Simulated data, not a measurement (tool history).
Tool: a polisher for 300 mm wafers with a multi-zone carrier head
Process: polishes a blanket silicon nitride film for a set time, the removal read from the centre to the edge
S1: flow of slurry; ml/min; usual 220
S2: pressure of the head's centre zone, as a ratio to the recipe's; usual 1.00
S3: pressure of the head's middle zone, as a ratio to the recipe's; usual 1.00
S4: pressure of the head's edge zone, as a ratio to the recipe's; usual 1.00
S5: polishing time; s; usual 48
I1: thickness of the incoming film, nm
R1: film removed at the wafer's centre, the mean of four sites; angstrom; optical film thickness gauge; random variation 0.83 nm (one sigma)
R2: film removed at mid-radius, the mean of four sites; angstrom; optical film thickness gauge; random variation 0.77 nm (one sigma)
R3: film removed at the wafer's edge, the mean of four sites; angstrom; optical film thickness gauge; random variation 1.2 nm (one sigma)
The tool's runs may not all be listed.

run	day	S1	S2	S3	S4	S5	I1	R1	R2	R3
1	0.000	220	1.00	1.00	1.00	48	456.0	1120	1064	1066
2	1.621	220	1.00	1.00	1.00	34	453.1	802	757	755
3	4.888	220	1.00	1.00	1.00	34	463.0	800	744	757
# day 5.496: carrier head's membrane replaced by a new one
4	6.883	220	1.00	1.00	1.00	34	469.4	793	737	760
# day 8.588: worn pad replaced by a new one
5	8.608	220	1.00	1.00	1.00	48	463.8	1130	1038	1076
# day 9.800: edge zone pressure recalibrated
6	11.388	220	1.00	1.00	1.00	48	461.5	1131	1046	1067
7	13.575	220	1.00	1.00	1.00	48	467.2	1125	1052	1073
# day 14.067: centre zone pressure recalibrated
8	23.096	220	1.00	1.00	1.00	48	461.1	1230	1067	1085
9	24.846	220	1.00	1.00	1.00	48	459.1	1230	1042	1066
# day 25.596: worn pad replaced by a new one
10	27.208	220	1.00	1.00	0.90	38	461.6	978	833	803
# day 27.325: edge zone pressure recalibrated
# day 28.171: centre zone pressure recalibrated, repeated, since the last time left the tool worse
11	28.746	150	0.94	1.10	0.91	48	459.3	955	1105	1003
12	30.279	220	1.06	1.00	1.00	48	463.1	1152	1060	1084

Run 13 comes next. What will it give?
# day 33.729: slurry nozzle cleaned
13	34.712	220	1.00	1.12	1.00	48	456.2	?	?	?

Run 13 gave R1 1092 angstrom, R2 1157 angstrom, R3 1072 angstrom.
Without the tool's hidden state the same run would have given R1 1072 angstrom, R2 1157 angstrom, R3 1072 angstrom.
